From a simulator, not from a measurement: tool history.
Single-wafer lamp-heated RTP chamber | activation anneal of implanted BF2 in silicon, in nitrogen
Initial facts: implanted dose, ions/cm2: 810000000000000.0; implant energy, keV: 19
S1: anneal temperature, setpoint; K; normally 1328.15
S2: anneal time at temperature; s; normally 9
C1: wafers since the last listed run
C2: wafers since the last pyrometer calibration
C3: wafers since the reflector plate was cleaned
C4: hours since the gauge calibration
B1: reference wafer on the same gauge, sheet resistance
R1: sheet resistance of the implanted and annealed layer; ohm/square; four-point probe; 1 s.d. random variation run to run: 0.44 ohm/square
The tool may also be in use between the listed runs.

| run | hour | S1 | S2 | C1 | C2 | C3 | C4 | B1 | R1 |
|---|---|---|---|---|---|---|---|---|---|
| 1 | 0 | 1328.15 | 9 | 0 | 3772 | 1198 | 267.4 | 181.86 | 182.26 |
| 2 | 12.7 | 1337.15 | 9 | 155 | 3928 | 1353 | 280.1 | 182.17 | 178.28 |
| 3 | 29.1 | 1337.15 | 9 | 200 | 4128 | 1554 | 296.5 | 182.17 | 178 |
| 4 | 49.9 | 1328.15 | 9 | 254 | 4382 | 1808 | 317.3 | 182.01 | 181.39 |
| 5 | 76.3 | 1328.15 | 9 | 322 | 4705 | 2131 | 343.7 | 181.99 | 181.27 |
| 6 | 110.4 | 1328.15 | 9 | 416 | 5122 | 2548 | 377.8 | 181.82 | 181.08 |
| 7 | 126.6 | 1328.15 | 9 | 198 | 5320 | 2746 | 394 | 181.81 | 181.79 |
| 8 | 149.9 | 1328.15 | 9 | 284 | 5605 | 3031 | 417.3 | 182.12 | 180.52 |
| 9 | 230.1 | 1344.15 | 5 | 980 | 6586 | 4011 | 497.5 | 181.69 | 180.66 |
| 10 | 245.2 | 1344.15 | 5 | 184 | 6770 | 4196 | 512.6 | 181.95 | 180.18 |
| 11 | 277.2 | 1305.15 | 12 | 391 | 7162 | 4587 | 544.6 | 182.02 | 189.12 |
| 12 | 291.2 | 1340.15 | 11 | 171 | 7333 | 4758 | 558.6 | 181.92 | 171.64 |
|  | 317.4 | pyrometer window cleaned and pyrometer calibrated |
|  | 336.1 | reflector plate cleaned |
| 13 | 338.4 | 1328.15 | 9 | 381 | 158 | 27 | 605.8 | 182.09 | 183.23 |
|  | 342.7 | gauge calibrated |
| 14 | 355.9 | 1328.15 | 9 | 213 | 372 | 241 | 13.2 | 181.89 | 183.58 |
| 15 | 383.6 | 1299.15 | 4 | 338 | 711 | 580 | 40.9 | 182.09 | 220.15 |
| 16 | 410.2 | 1341.15 | 6 | 325 | 1036 | 905 | 67.5 | 182.22 | 182.76 |
| 17 | 428.9 | 1306.15 | 8 | 228 | 1265 | 1134 | 86.2 | 181.91 | 199.51 |

Run 18 is up next; what results do you expect?
| 18 | 456.6 | 1328.15 | 6 | 338 | 1603 | 1473 | 113.9 | ? | ? |

B1: 182.13
R1: 188.54 ohm/square
Were there no unlogged condition in the tool, this run, its random variation unchanged, would have produced R1 190.76 ohm/square.
